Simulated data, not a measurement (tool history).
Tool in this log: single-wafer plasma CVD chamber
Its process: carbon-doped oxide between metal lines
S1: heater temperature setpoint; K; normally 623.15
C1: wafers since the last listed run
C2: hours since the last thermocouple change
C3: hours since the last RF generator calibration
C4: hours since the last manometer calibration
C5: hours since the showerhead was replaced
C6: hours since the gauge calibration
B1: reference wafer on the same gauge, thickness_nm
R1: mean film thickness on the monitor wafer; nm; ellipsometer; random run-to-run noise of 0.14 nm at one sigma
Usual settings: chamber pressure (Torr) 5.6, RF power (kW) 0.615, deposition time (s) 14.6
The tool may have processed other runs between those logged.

{"run": 1, "hour": 0.0, "S1": 623.15, "chamber pressure (Torr)": 5.6, "RF power (kW)": 0.615, "deposition time (s)": 14.6, "C1": 0, "C2": 2636.1, "C3": 1865.4, "C4": 1822.8, "C5": 4088.9, "C6": 388.7, "B1": 79.386, "R1": 85.783}
{"run": 2, "hour": 25.5, "S1": 623.15, "chamber pressure (Torr)": 6.01, "RF power (kW)": 0.615, "deposition time (s)": 14.6, "C1": 561, "C2": 2661.6, "C3": 1890.9, "C4": 1848.3, "C5": 4114.4, "C6": 414.2, "B1": 79.408, "R1": 86.16}
{"run": 3, "hour": 45.1, "S1": 623.15, "chamber pressure (Torr)": 6.01, "RF power (kW)": 0.615, "deposition time (s)": 14.6, "C1": 431, "C2": 2681.2, "C3": 1910.5, "C4": 1867.9, "C5": 4134, "C6": 433.8, "B1": 79.398, "R1": 86.064}
{"run": 4, "hour": 67.1, "S1": 623.15, "chamber pressure (Torr)": 5.6, "RF power (kW)": 0.615, "deposition time (s)": 14.6, "C1": 484, "C2": 2703.2, "C3": 1932.5, "C4": 1889.9, "C5": 4156, "C6": 455.8, "B1": 79.368, "R1": 85.439}
{"run": 5, "hour": 100.3, "S1": 623.15, "chamber pressure (Torr)": 5.6, "RF power (kW)": 0.615, "deposition time (s)": 14.6, "C1": 731, "C2": 2736.4, "C3": 1965.7, "C4": 1923.1, "C5": 4189.2, "C6": 489, "B1": 79.406, "R1": 85.164}
{"hour": 139.6, "done": "capacitance manometer re-zeroed and calibrated"}
{"hour": 143.5, "done": "RF generator calibrated"}
{"run": 6, "hour": 144.0, "S1": 623.15, "chamber pressure (Torr)": 5.6, "RF power (kW)": 0.615, "deposition time (s)": 14.6, "C1": 700, "C2": 2780.1, "C3": 0.5, "C4": 4.4, "C5": 4232.9, "C6": 532.7, "B1": 79.415, "R1": 90.104}
{"run": 7, "hour": 157.4, "S1": 619.15, "chamber pressure (Torr)": 5.6, "RF power (kW)": 0.615, "deposition time (s)": 16.1, "C1": 295, "C2": 2793.5, "C3": 13.9, "C4": 17.8, "C5": 4246.3, "C6": 546.1, "B1": 79.397, "R1": 100.248}
{"hour": 166.4, "done": "gauge calibrated"}
{"run": 8, "hour": 177.8, "S1": 623.15, "chamber pressure (Torr)": 5.6, "RF power (kW)": 0.615, "deposition time (s)": 14.6, "C1": 449, "C2": 2813.9, "C3": 34.3, "C4": 38.2, "C5": 4266.7, "C6": 11.4, "B1": 79.431, "R1": 90.182}
{"run": 9, "hour": 233.1, "S1": 623.15, "chamber pressure (Torr)": 5.6, "RF power (kW)": 0.615, "deposition time (s)": 14.6, "C1": 1217, "C2": 2869.2, "C3": 89.6, "C4": 93.5, "C5": 4322, "C6": 66.7, "B1": 79.413, "R1": 90.117}
{"hour": 255.9, "done": "showerhead replaced"}
{"hour": 260.9, "done": "thermocouple changed; heater temperature recalibrated"}
{"run": 10, "hour": 261.4, "S1": 635.15, "chamber pressure (Torr)": 5.6, "RF power (kW)": 0.565, "deposition time (s)": 17.3, "C1": 335, "C2": 0.5, "C3": 117.9, "C4": 121.8, "C5": 5.5, "C6": 95, "B1": 79.43, "R1": 98.158}
{"run": 11, "hour": 272.4, "S1": 623.15, "chamber pressure (Torr)": 5.6, "RF power (kW)": 0.615, "deposition time (s)": 14.6, "C1": 242, "C2": 11.5, "C3": 128.9, "C4": 132.8, "C5": 16.5, "C6": 106, "B1": 79.405, "R1": 89.983}
{"run": 12, "hour": 299.2, "S1": 617.15, "chamber pressure (Torr)": 5.6, "RF power (kW)": 0.615, "deposition time (s)": 14.6, "C1": 590, "C2": 38.3, "C3": 155.7, "C4": 159.6, "C5": 43.3, "C6": 132.8, "B1": 79.41, "R1": 91.431}
{"run": 13, "hour": 316.8, "S1": 609.15, "chamber pressure (Torr)": 6.94, "RF power (kW)": 0.555, "deposition time (s)": 12, "C1": 387, "C2": 55.9, "C3": 173.3, "C4": 177.2, "C5": 60.9, "C6": 150.4, "B1": 79.385, "R1": 73.974}
{"run": 14, "hour": 341.7, "S1": 623.15, "chamber pressure (Torr)": 5.6, "RF power (kW)": 0.615, "deposition time (s)": 14.6, "C1": 548, "C2": 80.8, "C3": 198.2, "C4": 202.1, "C5": 85.8, "C6": 175.3, "B1": 79.397, "R1": 89.853}
{"run": 15, "hour": 371.7, "S1": 623.15, "chamber pressure (Torr)": 6.42, "RF power (kW)": 0.615, "deposition time (s)": 14.6, "C1": 660, "C2": 110.8, "C3": 228.2, "C4": 232.1, "C5": 115.8, "C6": 205.3, "B1": 79.4, "R1": 91.467}
{"run": 16, "hour": 406.9, "S1": 627.15, "chamber pressure (Torr)": 5.6, "RF power (kW)": 0.615, "deposition time (s)": 11.9, "C1": 775, "C2": 146, "C3": 263.4, "C4": 267.3, "C5": 151, "C6": 240.5, "B1": 79.422, "R1": 72.764}
{"run": 17, "hour": 427.7, "S1": 615.15, "chamber pressure (Torr)": 5.6, "RF power (kW)": 0.615, "deposition time (s)": 14.6, "C1": 458, "C2": 166.8, "C3": 284.2, "C4": 288.1, "C5": 171.8, "C6": 261.3, "B1": 79.402, "R1": 91.927}
{"run": 18, "hour": 444.3, "S1": 634.15, "chamber pressure (Torr)": 4.67, "RF power (kW)": 0.57, "deposition time (s)": 14.6, "C1": 365, "C2": 183.4, "C3": 300.8, "C4": 304.7, "C5": 188.4, "C6": 277.9, "B1": 79.398, "R1": 81.057}

Predict each of these 4 candidate next runs independently; none follows another, all start after run 18:
{"run": "A", "hour": 444.7, "S1": 623.15, "chamber pressure (Torr)": 5.6, "RF power (kW)": 0.615, "deposition time (s)": 16.1, "C1": 8, "C2": 183.8, "C3": 301.2, "C4": 305.1, "C5": 188.8, "C6": 278.3, "B1": "?", "R1": "?"}
{"run": "B", "hour": 444.7, "S1": 632.15, "chamber pressure (Torr)": 4.25, "RF power (kW)": 0.615, "deposition time (s)": 13.1, "C1": 8, "C2": 183.8, "C3": 301.2, "C4": 305.1, "C5": 188.8, "C6": 278.3, "B1": "?", "R1": "?"}
{"run": "C", "hour": 444.7, "S1": 636.15, "chamber pressure (Torr)": 6.22, "RF power (kW)": 0.53, "deposition time (s)": 16.4, "C1": 8, "C2": 183.8, "C3": 301.2, "C4": 305.1, "C5": 188.8, "C6": 278.3, "B1": "?", "R1": "?"}
{"run": "D", "hour": 444.7, "S1": 628.15, "chamber pressure (Torr)": 6.54, "RF power (kW)": 0.55, "deposition time (s)": 12.6, "C1": 8, "C2": 183.8, "C3": 301.2, "C4": 305.1, "C5": 188.8, "C6": 278.3, "B1": "?", "R1": "?"}

run=A B1=79.423 R1=98.813
run=B B1=79.423 R1=75.524
run=C B1=79.423 R1=90.041
run=D B1=79.423 R1=72.835
The same runs, with their run-to-run variation unchanged, on a tool lacking any hidden condition would have given:
run=A R1=99.078
run=B R1=75.726
run=C R1=90.289
run=D R1=73.036
